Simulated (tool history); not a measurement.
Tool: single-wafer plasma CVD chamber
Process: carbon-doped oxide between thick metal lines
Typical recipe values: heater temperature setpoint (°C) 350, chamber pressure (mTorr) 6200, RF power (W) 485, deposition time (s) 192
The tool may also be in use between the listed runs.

run,hour,heater temperature setpoint (°C),chamber pressure (mTorr),RF power (W),deposition time (s),"read-back reference wafer on the same gauge, thickness_nm",mean film thickness on the monitor wafer (angstrom)
1,0.0,342,6200,485,192,937.845,9363.69
2,93.7,354,6200,485,192,937.091,9081.74
# hour 153.9: gauge calibrated
3,185.3,350,6200,485,192,938.427,9114.64
4,263.0,350,6200,485,192,937.411,9132.56
5,306.0,350,6200,485,192,937.828,9141.87
6,404.5,350,5100,485,192,937.070,9018.38
7,465.3,350,5100,485,192,937.538,9005.07
# hour 551.8: showerhead replaced
8,552.3,350,5230,485,192,937.979,9054.70
9,653.2,350,5230,485,192,938.264,9038.09
10,706.1,353,6200,485,192,938.084,9084.39
11,774.5,339,6200,485,192,938.004,9391.46
# hour 808.3: capacitance manometer re-zeroed and calibrated
12,878.9,350,5230,485,192,938.129,9052.23
13,917.0,354,6200,485,192,938.594,9095.62
# hour 981.7: gauge calibrated
14,999.8,350,6200,485,192,938.304,9168.72
# hour 1016.1: thermocouple changed; heater temperature recalibrated
15,1040.5,354,7360,485,163,937.507,7708.40
# hour 1050.7: RF generator calibrated
16,1113.1,350,5040,405,220,937.559,9218.51
17,1206.3,342,5590,485,156,938.668,7577.13
18,1294.1,350,6200,430,182,938.628,8001.91
19,1365.6,350,6200,485,192,938.380,9179.34
20,1404.1,337,7350,485,164,938.905,8166.54
21,1468.9,346,5600,485,192,938.620,9162.78

Hidden state or all else? Some run-to-run changes of mean film thickness on the monitor wafer (angstrom), split into what the settings, what came in and random variation would give without the hidden state, and what is left for the hidden state (with any gauge scatter that isn't in both results):
The tool's hidden condition here consists of: wafer temperature above the value expected at the setpoint (K); delivered RF power above the setpoint (%); true pressure above the setpoint (%); gauge reads high (%).
Run 14 -> 15: heater temperature setpoint (°C) 350 -> 354, chamber pressure (mTorr) 6200 -> 7360, deposition time (s) 192 -> 163, thermocouple changed; heater temperature recalibrated. mean film thickness on the monitor wafer (angstrom) -1460.32: hidden state -50.43, all else -1409.89.
Run 15 -> 16: heater temperature setpoint (°C) 354 -> 350, chamber pressure (mTorr) 7360 -> 5040, RF power (W) 485 -> 405, deposition time (s) 163 -> 220, RF generator calibrated. mean film thickness on the monitor wafer (angstrom) +1510.11: hidden state +124.83, all else +1385.28.
Run 16 -> 17: heater temperature setpoint (°C) 350 -> 342, chamber pressure (mTorr) 5040 -> 5590, RF power (W) 405 -> 485, deposition time (s) 220 -> 156. mean film thickness on the monitor wafer (angstrom) -1641.38: hidden state -7.96, all else -1633.42.

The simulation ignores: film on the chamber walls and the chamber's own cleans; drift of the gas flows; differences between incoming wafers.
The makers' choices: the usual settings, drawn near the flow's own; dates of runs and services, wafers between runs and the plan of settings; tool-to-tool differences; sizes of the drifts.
